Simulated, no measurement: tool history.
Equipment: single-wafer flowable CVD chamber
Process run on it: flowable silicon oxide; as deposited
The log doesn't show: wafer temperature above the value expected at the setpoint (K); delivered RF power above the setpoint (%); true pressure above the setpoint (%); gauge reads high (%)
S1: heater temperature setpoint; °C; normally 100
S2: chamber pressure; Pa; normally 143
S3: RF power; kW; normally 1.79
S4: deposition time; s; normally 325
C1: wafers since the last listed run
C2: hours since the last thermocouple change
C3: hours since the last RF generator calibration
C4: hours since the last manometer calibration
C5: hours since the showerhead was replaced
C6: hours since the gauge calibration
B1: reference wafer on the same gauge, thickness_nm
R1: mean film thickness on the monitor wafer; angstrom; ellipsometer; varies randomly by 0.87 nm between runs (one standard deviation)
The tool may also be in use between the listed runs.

run	day	S1	S2	S3	S4	C1	C2	C3	C4	C5	C6	B1	R1
1	0	111	143	1.79	325	0	1867.2	1224.7	644.2	3000.7	249	278.095	1638.93
2	0.729	111	143	1.79	325	114	1884.7	1242.2	661.7	3018.2	266.5	277.765	1650.75
3	1.975	100	143	1.79	325	196	1914.6	1272.1	691.6	3048.1	296.4	278.196	2466.83
4	3.358	100	143	1.79	325	218	1947.8	1305.3	724.8	3081.3	329.6	278.177	2486.95
# day 4.15: gauge calibrated
5	4.608	100	143	1.79	325	197	1977.8	1335.3	754.8	3111.3	11	277.856	2485.08
6	5.833	100	143	1.79	325	193	2007.2	1364.7	784.2	3140.7	40.4	278.003	2472.02
# day 9.721: RF generator calibrated
7	9.742	100	143	1.715	325	563	2101	0.5	878	3234.5	134.2	278.196	2342.29
# day 12.062: showerhead replaced
8	12.567	100	143	1.79	325	392	2168.8	68.3	945.8	12.1	202	278.002	2401.03
9	14.2	100	143	1.79	325	257	2208	107.5	985	51.3	241.2	278.078	2393.71
# day 15.525: capacitance manometer re-zeroed and calibrated
10	15.546	109	143	2.125	325	159	2240.3	139.8	0.5	83.6	273.5	278.033	1842.4
# day 16.433: RF generator calibrated, repeated, since the last time left the tool worse
# day 18.675: gauge calibrated
# day 19.217: thermocouple changed; heater temperature recalibrated
11	19.238	95	121	1.95	325	477	0.5	67.3	89.1	172.2	13.5	277.955	2662.79
12	22.188	100	143	1.46	325	465	71.3	138.1	159.9	243	84.3	277.736	2247.74
13	25.688	100	143	1.79	325	551	155.3	222.1	243.9	327	168.3	277.982	2530.98
14	26.925	87	108	2.005	389	195	185	251.8	273.6	356.7	198	277.796	3803.44
15	27.842	115	160	2.045	270	144	207	273.8	295.6	378.7	220	278.08	1401.73

3 options for the next run, each taken on its own from the tool as it stands now. Forecast them:
A	27.862	100	143	1.79	288	3	207.5	274.3	296.1	379.2	220.5	?	?
B	27.862	107	143	1.99	370	3	207.5	274.3	296.1	379.2	220.5	?	?
C	27.862	105	143	2.145	325	3	207.5	274.3	296.1	379.2	220.5	?	?

run	B1	R1
A	277.637	2229.79
B	277.637	2275.98
C	277.637	2196
With no hidden state in the tool, these same runs would have given:
run	R1
A	2238.5
B	2282.07
C	2200.54
